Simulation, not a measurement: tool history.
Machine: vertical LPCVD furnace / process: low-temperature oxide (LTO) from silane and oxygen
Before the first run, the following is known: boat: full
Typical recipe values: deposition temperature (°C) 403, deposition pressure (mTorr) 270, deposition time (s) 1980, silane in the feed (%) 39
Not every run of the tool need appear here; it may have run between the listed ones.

run	hour	deposition temperature (°C)	deposition pressure (mTorr)	deposition time (s)	silane in the feed (%)	read-back reference wafer on the same gauge, thickness	film thickness on the monitor wafer in the middle of the boat (nm)
1	0.0	396	270	2340	39	399.91	466.47
2	86.4	396	270	2340	39	399.88	467.20
# hour 146.5: thermocouples replaced and temperature profile calibrated
3	182.6	396	270	2340	39	399.97	467.14
4	283.7	412	285	1980	39	399.82	497.12
5	369.1	412	285	1980	39	400.22	496.51
6	419.9	412	285	1980	39	400.03	497.42
7	517.3	400	270	1980	39	399.97	412.75
8	567.0	403	270	1980	39	400.09	426.71
# hour 644.8: pressure gauge zeroed
9	669.5	403	270	2700	37	399.84	543.67
10	755.5	403	335	2400	39	399.88	638.94
# hour 791.8: silane flow controller replaced
11	795.5	403	250	1740	44	399.99	416.91
12	841.5	403	270	1980	39	400.08	448.39
13	935.8	415	295	1980	39	400.00	558.40
14	1042.9	411	225	1440	34	399.91	251.64
15	1085.7	413	220	2640	36	400.09	493.89
16	1191.9	407	270	2250	41	399.94	562.78
17	1285.4	403	270	1980	39	400.00	446.85
18	1344.4	415	215	2520	32	399.94	402.40
# hour 1374.0: silane flow controller replaced, repeated, since the last time left the tool worse
# hour 1417.1: gauge calibrated
19	1522.5	403	270	2220	34	399.97	409.49
20	1594.2	411	225	1440	34	399.98	240.83
21	1661.2	399	270	1980	39	400.11	415.33
22	1705.5	403	270	1980	39	400.12	433.84
23	1761.8	403	245	1980	39	399.93	394.64
24	1812.5	407	235	2610	44	399.87	592.86
25	1896.7	392	225	2730	46	400.08	529.74
26	1984.1	409	300	1980	33	399.71	412.75
27	2085.4	403	270	1980	39	399.82	429.28
28	2129.2	396	270	2340	39	399.99	469.72
29	2192.4	403	270	2700	36	400.00	532.61
30	2260.8	412	325	1980	39	399.93	572.67
31	2338.9	403	270	2310	39	400.13	504.00

Each run again, without the hidden state but with its own random variation kept:
Hidden state present: true tube temperature minus thermocouple reading, K; true pressure minus gauge reading, mTorr; deviation of the silane flow from its setpoint, %; gauge reads high (%).
run	film thickness on the monitor wafer in the middle of the boat (nm)
1	475.47
2	476.27
3	476.26
4	506.46
5	505.88
6	506.83
7	420.86
8	435.04
9	555.21
10	651.51
11	406.01
12	433.79
13	541.33
14	242.48
15	477.49
16	547.86
17	434.11
18	388.13
19	410.19
20	241.45
21	416.55
22	435.29
23	396.18
24	594.89
25	531.76
26	415.75
27	432.16
28	473.11
29	537.14
30	577.17
31	508.34

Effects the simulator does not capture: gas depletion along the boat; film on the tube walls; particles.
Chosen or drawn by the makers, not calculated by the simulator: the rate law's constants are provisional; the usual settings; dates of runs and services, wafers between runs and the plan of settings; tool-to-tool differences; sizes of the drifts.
